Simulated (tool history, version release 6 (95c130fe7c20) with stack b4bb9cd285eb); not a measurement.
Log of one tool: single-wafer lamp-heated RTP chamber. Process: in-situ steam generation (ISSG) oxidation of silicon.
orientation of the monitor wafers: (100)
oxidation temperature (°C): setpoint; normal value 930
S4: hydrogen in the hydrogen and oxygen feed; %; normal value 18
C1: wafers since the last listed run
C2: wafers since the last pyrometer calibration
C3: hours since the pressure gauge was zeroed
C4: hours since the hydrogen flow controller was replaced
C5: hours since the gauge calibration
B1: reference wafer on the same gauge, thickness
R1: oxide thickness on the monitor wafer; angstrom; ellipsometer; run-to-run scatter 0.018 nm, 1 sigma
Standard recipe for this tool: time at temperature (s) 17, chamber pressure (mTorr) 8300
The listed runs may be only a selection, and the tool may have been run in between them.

Run 1, day 0: usual settings; C1 0; C2 1802; C3 3102.5; C4 4077.2; C5 793.7; B1 4.092. Result: R1 39.16 angstrom.
Run 2, day 3.996: usual settings but S4 25 %; C1 1220; C2 3022; C3 3198.4; C4 4173.1; C5 889.6; B1 4.096. Result: R1 42.18 angstrom.
Run 3, day 5.592: usual settings but oxidation temperature (°C) 945, S4 14 %; C1 487; C2 3509; C3 3236.7; C4 4211.4; C5 927.9; B1 4.088. Result: R1 38.93 angstrom.
Run 4, day 8.217: usual settings but oxidation temperature (°C) 945, S4 14 %; C1 801; C2 4310; C3 3299.7; C4 4274.4; C5 990.9; B1 4.095. Result: R1 38.81 angstrom.
Run 5, day 12.35: usual settings but oxidation temperature (°C) 945, S4 14 %; C1 1262; C2 5572; C3 3398.9; C4 4373.6; C5 1090.1; B1 4.09. Result: R1 39.38 angstrom.
Run 6, day 16.504: usual settings but time at temperature (s) 14; C1 1268; C2 6841; C3 3498.6; C4 4473.3; C5 1189.8; B1 4.091. Result: R1 36.68 angstrom.
At day 19.392: pyrometer window cleaned and pyrometer calibrated.
Run 7, day 19.488: usual settings but time at temperature (s) 14; C1 809; C2 29; C3 3570.2; C4 4544.9; C5 1261.4; B1 4.087. Result: R1 35.95 angstrom.
Run 8, day 22.629: usual settings; C1 959; C2 988; C3 3645.6; C4 4620.3; C5 1336.8; B1 4.09. Result: R1 38.83 angstrom.
Run 9, day 24.758: usual settings; C1 650; C2 1638; C3 3696.7; C4 4671.4; C5 1387.9; B1 4.088. Result: R1 38.86 angstrom.
Run 10, day 28.621: usual settings; C1 1179; C2 2817; C3 3789.4; C4 4764.1; C5 1480.6; B1 4.088. Result: R1 39.12 angstrom.
Run 11, day 30.246: usual settings but oxidation temperature (°C) 918; C1 496; C2 3313; C3 3828.4; C4 4803.1; C5 1519.6; B1 4.091. Result: R1 37.85 angstrom.
Run 12, day 33.367: usual settings; C1 952; C2 4266; C3 3903.3; C4 4878; C5 1594.5; B1 4.087. Result: R1 39.39 angstrom.
Run 13, day 35.8: usual settings; C1 742; C2 5009; C3 3961.7; C4 4936.4; C5 1652.9; B1 4.095. Result: R1 39.76 angstrom.
Run 14, day 38.221: usual settings; C1 739; C2 5748; C3 4019.8; C4 4994.5; C5 1711; B1 4.088. Result: R1 39.73 angstrom.
At day 38.471: gauge calibrated.
Run 15, day 42.262: usual settings but time at temperature (s) 15; C1 1234; C2 6982; C3 4116.8; C4 5091.5; C5 91; B1 4.088. Result: R1 38.11 angstrom.
At day 43.858: pyrometer window cleaned and pyrometer calibrated.
At day 44.321: hydrogen flow controller replaced.
Run 16, day 44.808: usual settings but time at temperature (s) 21; C1 573; C2 188; C3 4177.9; C4 11.7; C5 152.1; B1 4.093. Result: R1 42 angstrom.
Run 17, day 47.608: usual settings; C1 854; C2 1043; C3 4245.1; C4 78.9; C5 219.3; B1 4.089. Result: R1 39.11 angstrom.
Run 18, day 51.738: usual settings but oxidation temperature (°C) 921, time at temperature (s) 14, chamber pressure (mTorr) 7500, S4 11 %; C1 1260; C2 2303; C3 4344.2; C4 178; C5 318.4; B1 4.092. Result: R1 31.44 angstrom.
At day 53.392: pressure gauge zeroed.
Run 19, day 54.438: usual settings; C1 722; C2 3026; C3 25.1; C4 242.8; C5 383.2; B1 4.094. Result: R1 39.21 angstrom.
Run 20, day 57.108: usual settings but oxidation temperature (°C) 925, S4 13 %; C1 815; C2 3841; C3 89.2; C4 306.9; C5 447.3; B1 4.091. Result: R1 36.09 angstrom.
Run 21, day 59.046: usual settings but oxidation temperature (°C) 940, time at temperature (s) 19, chamber pressure (mTorr) 8700, S4 11 %; C1 591; C2 4433; C3 135.7; C4 353.4; C5 493.8; B1 4.088. Result: R1 37.82 angstrom.
Run 22, day 62.662: usual settings; C1 1104; C2 5537; C3 222.5; C4 440.2; C5 580.6; B1 4.093. Result: R1 39.6 angstrom.
Run 23, day 65.988: usual settings but oxidation temperature (°C) 922, time at temperature (s) 12, S4 15 %; C1 1015; C2 6552; C3 302.3; C4 520; C5 660.4; B1 4.087. Result: R1 32.44 angstrom.
At day 67.296: pyrometer window cleaned and pyrometer calibrated.
Run 24, day 68.188: usual settings; C1 569; C2 272; C3 355.1; C4 572.8; C5 713.2; B1 4.088. Result: R1 38.53 angstrom.
Run 25, day 71.175: usual settings but time at temperature (s) 12, S4 27 %; C1 912; C2 1184; C3 426.8; C4 644.5; C5 784.9; B1 4.096. Result: R1 37.99 angstrom.
Run 26, day 74.138: usual settings but oxidation temperature (°C) 943, time at temperature (s) 21, chamber pressure (mTorr) 8700, S4 13 %; C1 904; C2 2089; C3 497.9; C4 715.6; C5 856; B1 4.084. Result: R1 40.84 angstrom.
Run 27, day 77.142: usual settings but oxidation temperature (°C) 950, chamber pressure (mTorr) 9600, S4 24 %; C1 917; C2 3006; C3 570; C4 787.7; C5 928.1; B1 4.095. Result: R1 43.39 angstrom.
Run 28, day 78.854: usual settings but time at temperature (s) 13, chamber pressure (mTorr) 9600; C1 522; C2 3529; C3 611.1; C4 828.8; C5 969.2; B1 4.091. Result: R1 34.96 angstrom.
Run 29, day 81.45: usual settings but oxidation temperature (°C) 921, time at temperature (s) 11, chamber pressure (mTorr) 8700, S4 25 %; C1 792; C2 4321; C3 673.4; C4 891.1; C5 1031.5; B1 4.088. Result: R1 35.7 angstrom.
Run 30, day 83.55: usual settings but S4 14 %; C1 641; C2 4962; C3 723.8; C4 941.5; C5 1081.9; B1 4.083. Result: R1 37.22 angstrom.
At day 87.754: pyrometer window cleaned and pyrometer calibrated.
Run 31, day 87.938: usual settings but oxidation temperature (°C) 914; C1 1237; C2 55; C3 829.1; C4 1046.8; C5 1187.2; B1 4.093. Result: R1 36.93 angstrom.
Run 32, day 92.321: usual settings but time at temperature (s) 20, chamber pressure (mTorr) 7600, S4 22 %; C1 1338; C2 1393; C3 934.3; C4 1152; C5 1292.4; B1 4.091. Result: R1 43.23 angstrom.

Here are 3 independent what-if runs from the current tool condition. What would each one return?
Run A, day 92.338: usual settings but time at temperature (s) 13; C1 5; C2 1398; C3 934.7; C4 1152.4; C5 1292.8; B1 ?. Result: R1 ?.
Run B, day 92.338: usual settings but S4 11 %; C1 5; C2 1398; C3 934.7; C4 1152.4; C5 1292.8; B1 ?. Result: R1 ?.
Run C, day 92.338: usual settings but oxidation temperature (°C) 914, time at temperature (s) 14, chamber pressure (mTorr) 7300, S4 26 %; C1 5; C2 1398; C3 934.7; C4 1152.4; C5 1292.8; B1 ?. Result: R1 ?.

run    B1     R1
  A  4.09  35.21
  B  4.09  34.99
  C  4.09  38.27
What these runs would have given with no unlogged condition in the tool:
run     R1
  A     35
  B  34.76
  C  38.05

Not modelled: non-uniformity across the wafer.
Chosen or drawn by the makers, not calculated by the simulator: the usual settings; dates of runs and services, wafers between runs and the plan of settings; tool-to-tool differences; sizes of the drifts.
